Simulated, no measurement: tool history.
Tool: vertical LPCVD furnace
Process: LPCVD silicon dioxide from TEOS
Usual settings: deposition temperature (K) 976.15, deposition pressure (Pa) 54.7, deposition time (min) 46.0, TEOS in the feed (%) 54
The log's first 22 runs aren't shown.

run     day  deposition temperature (K)  deposition pressure (Pa)  deposition time (min)  TEOS in the feed (%)  read-back reference wafer on the same gauge, thickness  film thickness on the monitor wafer in the middle of the boat (Å)
 23  44.712                      976.15                      48.7                   46.0                    54                                                  425.01                                                             3460.2
 24  45.725                      972.15                      54.7                   29.5                    54                                                  425.11                                                             2130.9
 25  47.875                      976.15                      54.7                   46.0                    54                                                  425.04                                                             3667.8
 26  49.125                      983.15                      54.7                   46.0                    54                                                  425.18                                                             4304.6
 27  51.412                      976.15                      54.7                   46.0                    54                                                  424.89                                                             3664.5
 28  54.100                      976.15                      54.7                   46.0                    54                                                  424.84                                                             3674.1
 29  55.138                      976.15                      54.7                   46.0                    54                                                  425.03                                                             3685.9
 30  57.592                      976.15                      54.7                   46.0                    54                                                  424.99                                                             3672.7
 31  58.638                      976.15                      54.7                   46.0                    49                                                  425.09                                                             3483.2

4 ways to go on from here, each from the tool as it stands after run 31. What would each give?
  A  58.792                      976.15                      54.7                   46.0                    54                                                       ?                                                                  ?
  B  58.792                      968.15                      54.7                   46.0                    54                                                       ?                                                                  ?
  C  58.792                      976.15                      41.3                   46.0                    54                                                       ?                                                                  ?
  D  58.792                      976.15                      54.7                   62.0                    43                                                       ?                                                                  ?

run  read-back reference wafer on the same gauge, thickness  film thickness on the monitor wafer in the middle of the boat (Å)
  A                                                  424.76                                                             3665.5
  B                                                  424.76                                                             3042.0
  C                                                  424.76                                                             3194.1
  D                                                  424.76                                                             4408.6
Without the tool's hidden state the same runs would have given:
run  film thickness on the monitor wafer in the middle of the boat (Å)
  A                                                             3641.0
  B                                                             3021.6
  C                                                             3166.0
  D                                                             4379.2

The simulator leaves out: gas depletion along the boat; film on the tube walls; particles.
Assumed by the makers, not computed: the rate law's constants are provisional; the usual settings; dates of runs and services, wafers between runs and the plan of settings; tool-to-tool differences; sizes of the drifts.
